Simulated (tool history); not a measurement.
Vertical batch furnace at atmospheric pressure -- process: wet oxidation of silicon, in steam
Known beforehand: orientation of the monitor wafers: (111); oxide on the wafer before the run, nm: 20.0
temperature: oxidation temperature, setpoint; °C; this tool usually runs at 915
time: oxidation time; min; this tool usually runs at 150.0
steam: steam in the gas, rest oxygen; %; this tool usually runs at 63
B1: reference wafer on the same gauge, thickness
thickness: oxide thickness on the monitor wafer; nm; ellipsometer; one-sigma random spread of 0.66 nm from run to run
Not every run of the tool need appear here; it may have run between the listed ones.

{"run": 1, "hour": 0.0, "temperature": 915, "time": 150.0, "steam": 57, "B1": 417.13, "thickness": 351.73}
{"run": 2, "hour": 28.5, "temperature": 915, "time": 150.0, "steam": 57, "B1": 417.11, "thickness": 351.74}
{"run": 3, "hour": 64.3, "temperature": 915, "time": 150.0, "steam": 63, "B1": 417.0, "thickness": 376.23}
{"run": 4, "hour": 88.9, "temperature": 915, "time": 150.0, "steam": 63, "B1": 417.0, "thickness": 377.95}
{"run": 5, "hour": 123.9, "temperature": 915, "time": 168.0, "steam": 63, "B1": 417.06, "thickness": 407.7}
{"run": 6, "hour": 205.0, "temperature": 915, "time": 168.0, "steam": 63, "B1": 417.02, "thickness": 407.65}
{"run": 7, "hour": 222.4, "temperature": 915, "time": 168.0, "steam": 63, "B1": 417.06, "thickness": 407.83}
{"run": 8, "hour": 251.1, "temperature": 915, "time": 150.0, "steam": 56, "B1": 417.11, "thickness": 347.75}
{"run": 9, "hour": 270.9, "temperature": 915, "time": 150.0, "steam": 56, "B1": 417.12, "thickness": 346.3}
{"run": 10, "hour": 299.9, "temperature": 915, "time": 150.0, "steam": 56, "B1": 417.1, "thickness": 332.15}
{"run": 11, "hour": 315.6, "temperature": 915, "time": 172.5, "steam": 63, "B1": 416.83, "thickness": 397.69}
{"run": 12, "hour": 330.4, "temperature": 915, "time": 172.5, "steam": 63, "B1": 416.87, "thickness": 396.41}
{"run": 13, "hour": 350.2, "temperature": 920, "time": 150.0, "steam": 55, "B1": 416.94, "thickness": 340.51}
{"run": 14, "hour": 370.7, "temperature": 915, "time": 150.0, "steam": 63, "B1": 416.98, "thickness": 359.83}
{"run": 15, "hour": 400.2, "temperature": 915, "time": 150.0, "steam": 63, "B1": 417.2, "thickness": 359.23}
{"run": 16, "hour": 412.5, "temperature": 915, "time": 150.0, "steam": 63, "B1": 416.75, "thickness": 359.63}
{"run": 17, "hour": 432.7, "temperature": 915, "time": 150.0, "steam": 63, "B1": 416.93, "thickness": 359.78}
{"run": 18, "hour": 459.4, "temperature": 915, "time": 150.0, "steam": 63, "B1": 416.95, "thickness": 358.1}
{"run": 19, "hour": 478.8, "temperature": 906, "time": 104.0, "steam": 63, "B1": 417.09, "thickness": 255.61}
{"run": 20, "hour": 492.7, "temperature": 908, "time": 150.0, "steam": 63, "B1": 417.05, "thickness": 338.3}
{"run": 21, "hour": 508.3, "temperature": 897, "time": 208.5, "steam": 58, "B1": 417.07, "thickness": 364.15}
{"run": 22, "hour": 552.2, "temperature": 922, "time": 150.0, "steam": 56, "B1": 416.93, "thickness": 361.28}
{"run": 23, "hour": 618.5, "temperature": 915, "time": 122.0, "steam": 63, "B1": 416.89, "thickness": 322.0}
{"run": 24, "hour": 645.0, "temperature": 915, "time": 150.0, "steam": 63, "B1": 417.13, "thickness": 372.29}
{"run": 25, "hour": 669.4, "temperature": 915, "time": 150.0, "steam": 63, "B1": 417.07, "thickness": 373.75}
{"run": 26, "hour": 701.8, "temperature": 915, "time": 150.0, "steam": 56, "B1": 416.98, "thickness": 342.58}
{"run": 27, "hour": 726.9, "temperature": 932, "time": 83.5, "steam": 71, "B1": 417.16, "thickness": 306.13}
{"run": 28, "hour": 755.6, "temperature": 925, "time": 222.0, "steam": 55, "B1": 417.06, "thickness": 476.71}
{"run": 29, "hour": 771.0, "temperature": 907, "time": 176.5, "steam": 57, "B1": 416.99, "thickness": 363.89}
{"run": 30, "hour": 789.5, "temperature": 890, "time": 131.0, "steam": 74, "B1": 416.95, "thickness": 300.64}
{"run": 31, "hour": 824.5, "temperature": 931, "time": 106.5, "steam": 58, "B1": 416.95, "thickness": 313.67}
{"run": 32, "hour": 836.7, "temperature": 932, "time": 197.0, "steam": 55, "B1": 416.84, "thickness": 461.96}
{"run": 33, "hour": 856.0, "temperature": 915, "time": 97.5, "steam": 63, "B1": 417.08, "thickness": 274.07}
{"run": 34, "hour": 874.0, "temperature": 915, "time": 82.0, "steam": 59, "B1": 417.0, "thickness": 231.26}
{"run": 35, "hour": 888.7, "temperature": 915, "time": 150.0, "steam": 63, "B1": 417.06, "thickness": 371.4}

Not shown here: 3 entries made in the log between runs. Locate each between two listed runs and compare the hidden state at the listed run before it with the hidden state at the listed run after it:
After run 9, before run 10: thermocouples replaced and temperature profile calibrated (hour 297.9)
  true tube temperature minus thermocouple reading, K: 5.6 -> 0.0637; steam share off its setpoint, % of the setpoint: -4.61 -> -4.71
  measured result minus the result with no hidden state, thickness: +3.97 -> -11.27 nm
After run 13, before run 14: gauge calibrated (hour 367.2)
  true tube temperature minus thermocouple reading, K: 0.0646 -> 0.0654; steam share off its setpoint, % of the setpoint: -4.89 -> -4.96
  measured result minus the result with no hidden state, thickness: -11.90 -> -12.78 nm
After run 21, before run 22: steam generator serviced (hour 536.2)
  true tube temperature minus thermocouple reading, K: 0.0783 -> 0.0851; steam share off its setpoint, % of the setpoint: -5.47 -> -0.311
  measured result minus the result with no hidden state, thickness: -14.64 -> -0.54 nm

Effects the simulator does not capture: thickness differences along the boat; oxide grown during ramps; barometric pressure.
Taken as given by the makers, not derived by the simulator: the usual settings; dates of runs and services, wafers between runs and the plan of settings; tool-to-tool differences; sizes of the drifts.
